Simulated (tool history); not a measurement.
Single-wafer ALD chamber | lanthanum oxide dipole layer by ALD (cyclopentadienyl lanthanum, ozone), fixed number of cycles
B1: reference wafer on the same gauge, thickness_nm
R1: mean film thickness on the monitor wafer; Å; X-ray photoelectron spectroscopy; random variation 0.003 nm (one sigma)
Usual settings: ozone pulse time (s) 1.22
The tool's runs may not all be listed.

run 1 day=0.000 | ozone_pulse_time_(s)=1.54 | B1=0.523 | R1=5.85
run 2 day=0.521 | ozone_pulse_time_(s)=1.37 | B1=0.523 | R1=5.75
run 3 day=0.975 | ozone_pulse_time_(s)=1.01 | B1=0.523 | R1=4.98
run 4 day=1.508 | ozone_pulse_time_(s)=1.01 | B1=0.522 | R1=4.94
run 5 day=2.179 | ozone_pulse_time_(s)=1.22 | B1=0.523 | R1=5.46
run 6 day=2.525 | ozone_pulse_time_(s)=0.97 | B1=0.523 | R1=4.82
run 7 day=3.275 | ozone_pulse_time_(s)=0.97 | B1=0.523 | R1=4.80
run 8 day=3.925 | ozone_pulse_time_(s)=1.61 | B1=0.523 | R1=5.86
run 9 day=4.546 | ozone_pulse_time_(s)=1.61 | B1=0.522 | R1=5.87
run 10 day=5.029 | ozone_pulse_time_(s)=1.10 | B1=0.523 | R1=5.17
run 11 day=5.608 | ozone_pulse_time_(s)=1.22 | B1=0.523 | R1=5.43
run 12 day=6.138 | ozone_pulse_time_(s)=1.22 | B1=0.523 | R1=5.37
-- day=6.788 ozone generator serviced
run 13 day=6.808 | ozone_pulse_time_(s)=1.22 | B1=0.523 | R1=5.64
run 14 day=6.925 | ozone_pulse_time_(s)=1.22 | B1=0.523 | R1=5.51
run 15 day=7.204 | ozone_pulse_time_(s)=1.22 | B1=0.523 | R1=5.51
run 16 day=7.688 | ozone_pulse_time_(s)=0.85 | B1=0.524 | R1=4.53
run 17 day=8.038 | ozone_pulse_time_(s)=1.69 | B1=0.524 | R1=6.00
-- day=8.838 showerhead replaced
run 18 day=8.858 | ozone_pulse_time_(s)=0.76 | B1=0.523 | R1=4.05
-- day=8.862 gauge calibrated
run 19 day=9.350 | ozone_pulse_time_(s)=1.60 | B1=0.523 | R1=5.96
run 20 day=9.883 | ozone_pulse_time_(s)=1.41 | B1=0.523 | R1=5.78
run 21 day=10.138 | ozone_pulse_time_(s)=1.34 | B1=0.524 | R1=5.67
-- day=10.758 thermocouple changed; heater temperature recalibrated
run 22 day=10.779 | ozone_pulse_time_(s)=0.93 | B1=0.523 | R1=4.81
run 23 day=11.017 | ozone_pulse_time_(s)=0.73 | B1=0.523 | R1=3.86
run 24 day=11.638 | ozone_pulse_time_(s)=1.02 | B1=0.524 | R1=5.16
run 25 day=12.017 | ozone_pulse_time_(s)=1.22 | B1=0.523 | R1=5.60
run 26 day=13.762 | ozone_pulse_time_(s)=1.04 | B1=0.523 | R1=5.22
run 27 day=14.071 | ozone_pulse_time_(s)=0.98 | B1=0.522 | R1=4.99
run 28 day=14.646 | ozone_pulse_time_(s)=1.22 | B1=0.523 | R1=5.58
run 29 day=15.067 | ozone_pulse_time_(s)=1.00 | B1=0.523 | R1=5.05
run 30 day=15.554 | ozone_pulse_time_(s)=0.96 | B1=0.523 | R1=4.95
run 31 day=16.279 | ozone_pulse_time_(s)=1.22 | B1=0.523 | R1=5.55
run 32 day=16.821 | ozone_pulse_time_(s)=1.51 | B1=0.523 | R1=5.85
run 33 day=17.425 | ozone_pulse_time_(s)=1.05 | B1=0.523 | R1=5.23
run 34 day=17.842 | ozone_pulse_time_(s)=1.50 | B1=0.523 | R1=5.82
run 35 day=18.317 | ozone_pulse_time_(s)=1.22 | B1=0.523 | R1=5.53

The tool's hidden state at each run:
wafer temperature above the value expected at the setpoint (K): 0 in every run
gauge reads high (%): 0 in every run
H1: ozone dose above that of a generator just serviced (%)
run=1 H1=-4.33
run=2 H1=-4.55
run=3 H1=-4.74
run=4 H1=-4.97
run=5 H1=-5.27
run=6 H1=-5.43
run=7 H1=-5.78
run=8 H1=-6.09
run=9 H1=-6.4
run=10 H1=-6.64
run=11 H1=-6.94
run=12 H1=-7.22
run=13 H1=-0.214
run=14 H1=-0.214
run=15 H1=-0.216
run=16 H1=-0.222
run=17 H1=-0.229
run=18 H1=-0.256
run=19 H1=-0.279
run=20 H1=-0.308
run=21 H1=-0.324
run=22 H1=-0.371
run=23 H1=-0.39
run=24 H1=-0.445
run=25 H1=-0.483
run=26 H1=-0.692
run=27 H1=-0.735
run=28 H1=-0.821
run=29 H1=-0.887
run=30 H1=-0.969
run=31 H1=-1.1
run=32 H1=-1.2
run=33 H1=-1.33
run=34 H1=-1.41
run=35 H1=-1.52
